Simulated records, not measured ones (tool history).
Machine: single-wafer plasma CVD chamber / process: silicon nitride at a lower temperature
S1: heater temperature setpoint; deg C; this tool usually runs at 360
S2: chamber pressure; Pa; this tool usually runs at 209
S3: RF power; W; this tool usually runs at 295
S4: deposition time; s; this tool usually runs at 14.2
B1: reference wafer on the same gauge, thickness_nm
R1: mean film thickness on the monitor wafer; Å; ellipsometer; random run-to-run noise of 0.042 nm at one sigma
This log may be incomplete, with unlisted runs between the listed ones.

{"run": 1, "hour": 0.0, "S1": 360, "S2": 209, "S3": 295, "S4": 14.2, "B1": 13.102, "R1": 150.28}
{"run": 2, "hour": 17.7, "S1": 360, "S2": 209, "S3": 295, "S4": 14.2, "B1": 13.108, "R1": 149.79}
{"run": 3, "hour": 29.3, "S1": 360, "S2": 209, "S3": 295, "S4": 14.2, "B1": 13.105, "R1": 148.97}
{"run": 4, "hour": 39.8, "S1": 360, "S2": 209, "S3": 295, "S4": 14.2, "B1": 13.099, "R1": 149.72}
{"run": 5, "hour": 53.3, "S1": 360, "S2": 209, "S3": 295, "S4": 14.2, "B1": 13.096, "R1": 149.77}
{"hour": 70.6, "done": "capacitance manometer re-zeroed and calibrated"}
{"run": 6, "hour": 71.1, "S1": 360, "S2": 209, "S3": 295, "S4": 14.2, "B1": 13.104, "R1": 149.03}
{"hour": 80.2, "done": "showerhead replaced"}
{"run": 7, "hour": 80.7, "S1": 360, "S2": 224, "S3": 295, "S4": 14.2, "B1": 13.101, "R1": 151.76}
{"hour": 95.7, "done": "thermocouple changed; heater temperature recalibrated"}
{"run": 8, "hour": 96.2, "S1": 360, "S2": 224, "S3": 295, "S4": 14.2, "B1": 13.098, "R1": 152.11}
{"run": 9, "hour": 98.7, "S1": 370, "S2": 253, "S3": 340, "S4": 16.5, "B1": 13.102, "R1": 206.63}
{"run": 10, "hour": 111.3, "S1": 360, "S2": 184, "S3": 295, "S4": 15.4, "B1": 13.105, "R1": 152.43}
{"run": 11, "hour": 120.2, "S1": 360, "S2": 209, "S3": 295, "S4": 15.4, "B1": 13.102, "R1": 160.27}
{"hour": 127.0, "done": "gauge calibrated"}
{"hour": 128.2, "done": "RF generator calibrated"}
{"run": 12, "hour": 136.7, "S1": 360, "S2": 209, "S3": 295, "S4": 15.4, "B1": 13.104, "R1": 175.36}
{"run": 13, "hour": 147.9, "S1": 360, "S2": 159, "S3": 295, "S4": 14.2, "B1": 13.099, "R1": 145.02}
{"run": 14, "hour": 159.0, "S1": 360, "S2": 180, "S3": 345, "S4": 14.2, "B1": 13.099, "R1": 174.17}
{"run": 15, "hour": 175.1, "S1": 364, "S2": 157, "S3": 295, "S4": 14.2, "B1": 13.102, "R1": 144.75}
{"run": 16, "hour": 188.4, "S1": 360, "S2": 209, "S3": 295, "S4": 14.2, "B1": 13.101, "R1": 161.58}

Branching from run 16: 5 alternative next runs. What would each branch give?
{"run": "A", "hour": 188.8, "S1": 350, "S2": 209, "S3": 295, "S4": 14.2, "B1": "?", "R1": "?"}
{"run": "B", "hour": 188.8, "S1": 360, "S2": 165, "S3": 270, "S4": 12.8, "B1": "?", "R1": "?"}
{"run": "C", "hour": 188.8, "S1": 355, "S2": 245, "S3": 350, "S4": 13.4, "B1": "?", "R1": "?"}
{"run": "D", "hour": 188.8, "S1": 360, "S2": 187, "S3": 295, "S4": 13.1, "B1": "?", "R1": "?"}
{"run": "E", "hour": 188.8, "S1": 370, "S2": 183, "S3": 295, "S4": 16.2, "B1": "?", "R1": "?"}

run=A B1=13.1 R1=162.76
run=B B1=13.1 R1=122.88
run=C B1=13.1 R1=187.4
run=D B1=13.1 R1=143.43
run=E B1=13.1 R1=175.04
Without the tool's hidden state the same runs would have given:
run=A R1=163.95
run=B R1=123.8
run=C R1=188.68
run=D R1=144.47
run=E R1=176.31
